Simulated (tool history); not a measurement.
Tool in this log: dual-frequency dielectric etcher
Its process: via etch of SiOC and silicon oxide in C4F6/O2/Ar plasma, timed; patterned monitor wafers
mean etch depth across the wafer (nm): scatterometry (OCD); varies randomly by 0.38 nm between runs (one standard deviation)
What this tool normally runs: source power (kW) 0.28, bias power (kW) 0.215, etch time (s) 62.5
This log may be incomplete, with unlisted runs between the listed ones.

run,hour,source power (kW),bias power (kW),etch time (s),wafers since the last listed run,hours since the last wet clean,hours since the last source power generator calibration,hours since the last bias power generator calibration,hours since the last upper electrode change,hours since the gauge calibration,"read-back reference wafer on the same gauge, depth_nm",mean etch depth across the wafer (nm)
1,0,0.28,0.215,62.5,0,0.5,2070.6,26,181.7,1332.3,53.6,64.4
2,17.4,0.28,0.215,62.5,182,17.9,2088,43.4,199.1,1349.7,53.6,63.7
3,75.5,0.28,0.215,62.5,609,76,2146.1,101.5,257.2,1407.8,53.6,63.9
4,121.3,0.28,0.215,62.5,480,121.8,2191.9,147.3,303,1453.6,53.6,63.7
5,170.3,0.28,0.215,62.5,513,170.8,2240.9,196.3,352,1502.6,53.6,64.5
6,221.9,0.28,0.215,62.5,540,222.4,2292.5,247.9,403.6,1554.2,53.7,64.4
# hour 235: gauge calibrated
7,250,0.25,0.215,62.5,294,250.5,2320.6,276,431.7,15,53.6,61.6
8,292.1,0.28,0.215,62.5,441,292.6,2362.7,318.1,473.8,57.1,53.6,64.9
9,320.9,0.32,0.192,47,301,321.4,2391.5,346.9,502.6,85.9,53.6,49.7
10,365,0.33,0.237,44,462,365.5,2435.6,391,546.7,130,53.6,49.3
11,391.1,0.28,0.215,78.5,273,391.6,2461.7,417.1,572.8,156.1,53.6,80.1
# hour 423.4: wet clean of the chamber
12,424.5,0.28,0.2,62.5,98,1.1,2495.1,450.5,606.2,189.5,53.6,62.4
13,470.3,0.33,0.174,49,480,46.9,2540.9,496.3,652,235.3,53.6,50.8
14,502.9,0.25,0.171,67.5,341,79.5,2573.5,528.9,684.6,267.9,53.6,62.6
# hour 508.6: source power generator calibrated
15,559.5,0.28,0.215,62.5,551,136.1,50.9,585.5,741.2,324.5,53.6,65.6
16,615.5,0.24,0.176,77,587,192.1,106.9,641.5,797.2,380.5,53.6,71.8
17,652.5,0.25,0.237,62.5,387,229.1,143.9,678.5,834.2,417.5,53.6,63.5
18,691.8,0.25,0.248,53.5,411,268.4,183.2,717.8,873.5,456.8,53.6,55.3
19,754.5,0.23,0.173,78,657,331.1,245.9,780.5,936.2,519.5,53.6,71.7
20,795.1,0.28,0.215,47.5,425,371.7,286.5,821.1,976.8,560.1,53.6,49.7
21,821.4,0.22,0.263,67.5,275,398,312.8,847.4,1003.1,586.4,53.6,67.5
# hour 891.3: wet clean of the chamber
22,891.8,0.3,0.181,62.5,486,0.5,383.2,917.8,1073.5,656.8,53.6,64.4
23,896.8,0.24,0.199,78,52,5.5,388.2,922.8,1078.5,661.8,53.6,75.1
24,953.2,0.28,0.215,62.5,591,61.9,444.6,979.2,1134.9,718.2,53.6,65.8
25,980.7,0.34,0.237,68,288,89.4,472.1,1006.7,1162.4,745.7,53.5,78.6
26,1006.5,0.28,0.215,62.5,270,115.2,497.9,1032.5,1188.2,771.5,53.6,64.6
27,1045.9,0.31,0.245,81,412,154.6,537.3,1071.9,1227.6,810.9,53.6,90.6
28,1107.9,0.35,0.215,62.5,649,216.6,599.3,1133.9,1289.6,872.9,53.6,71.8
29,1162.2,0.28,0.2,62.5,569,270.9,653.6,1188.2,1343.9,927.2,53.6,63.3
30,1232.5,0.28,0.215,68.5,736,341.2,723.9,1258.5,1414.2,997.5,53.6,70.7

Here are 4 independent what-if runs from the current tool condition. What would each one return?
A,1232.9,0.28,0.215,62.5,4,341.6,724.3,1258.9,1414.6,997.9,?,?
B,1232.9,0.28,0.215,53.5,4,341.6,724.3,1258.9,1414.6,997.9,?,?
C,1232.9,0.28,0.215,55,4,341.6,724.3,1258.9,1414.6,997.9,?,?
D,1232.9,0.22,0.235,55.5,4,341.6,724.3,1258.9,1414.6,997.9,?,?

run,"read-back reference wafer on the same gauge, depth_nm",mean etch depth across the wafer (nm)
A,53.5,64.9
B,53.5,55.5
C,53.5,57.1
D,53.5,53.2
Stripped of hidden state, with their random variation kept, the same runs would have yielded:
run,mean etch depth across the wafer (nm)
A,65.5
B,56
C,57.6
D,53.7
